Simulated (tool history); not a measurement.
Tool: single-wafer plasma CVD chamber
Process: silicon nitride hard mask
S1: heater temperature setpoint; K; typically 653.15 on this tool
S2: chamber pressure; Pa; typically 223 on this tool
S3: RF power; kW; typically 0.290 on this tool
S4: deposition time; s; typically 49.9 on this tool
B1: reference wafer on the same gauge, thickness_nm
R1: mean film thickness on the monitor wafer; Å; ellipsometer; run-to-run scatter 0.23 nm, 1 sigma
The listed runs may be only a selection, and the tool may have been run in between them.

run	day	S1	S2	S3	S4	B1	R1
1	0.000	653.15	223	0.255	49.9	51.162	509.44
2	2.862	653.15	223	0.255	49.9	51.130	513.03
3	5.825	653.15	223	0.255	49.9	51.101	510.94
# day 7.967: capacitance manometer re-zeroed and calibrated
# day 8.283: thermocouple changed; heater temperature recalibrated
4	8.633	653.15	223	0.290	49.9	51.130	540.39
5	9.908	653.15	223	0.290	49.9	51.138	540.00
6	12.225	653.15	223	0.290	49.9	51.180	535.18
7	13.429	653.15	223	0.290	49.9	51.086	537.70
8	15.442	653.15	223	0.290	49.9	51.157	536.62
9	17.517	653.15	223	0.290	49.9	51.090	536.48
10	19.946	660.15	223	0.290	55.2	51.124	593.61
11	22.542	668.15	223	0.275	53.6	51.148	557.14
12	24.504	644.15	223	0.245	58.8	50.995	580.26
13	28.675	653.15	205	0.290	46.8	51.124	486.12
14	30.725	653.15	265	0.290	49.9	51.146	573.66
# day 31.271: gauge calibrated
# day 31.833: showerhead replaced
15	32.417	653.15	223	0.290	49.9	51.000	534.39
16	35.333	645.15	167	0.340	41.9	51.131	422.39
# day 36.508: RF generator calibrated
17	37.471	639.15	264	0.290	40.3	51.027	482.61
18	39.650	653.15	180	0.325	49.9	51.125	527.43
19	42.000	653.15	223	0.290	54.1	51.089	597.53
20	43.346	661.15	264	0.265	49.9	51.123	561.69
21	44.825	666.15	263	0.340	46.8	51.126	587.21
22	46.917	663.15	223	0.320	49.9	51.058	570.17
23	49.675	664.15	271	0.290	49.9	51.139	585.42
24	52.100	653.15	277	0.290	44.0	51.047	522.94
25	53.792	660.15	223	0.290	55.2	51.118	592.04
26	56.308	653.15	271	0.325	54.7	51.108	674.48
27	58.062	660.15	223	0.290	55.2	51.087	593.27
# day 59.104: capacitance manometer re-zeroed and calibrated
28	59.208	664.15	223	0.250	44.3	51.074	441.38

Each row is a separate what-if for the run after 28, all from the same tool condition, not one after another. Results?
A	59.225	644.15	223	0.290	49.9	?	?
B	59.225	653.15	179	0.290	49.9	?	?
C	59.225	668.15	223	0.320	49.9	?	?
D	59.225	657.15	223	0.235	49.9	?	?

run	B1	R1
A	51.076	536.25
B	51.076	481.95
C	51.076	558.25
D	51.076	481.14
The same runs, with their run-to-run variation unchanged, on a tool lacking any hidden condition would have given:
run	R1
A	554.50
B	498.35
C	576.79
D	498.18

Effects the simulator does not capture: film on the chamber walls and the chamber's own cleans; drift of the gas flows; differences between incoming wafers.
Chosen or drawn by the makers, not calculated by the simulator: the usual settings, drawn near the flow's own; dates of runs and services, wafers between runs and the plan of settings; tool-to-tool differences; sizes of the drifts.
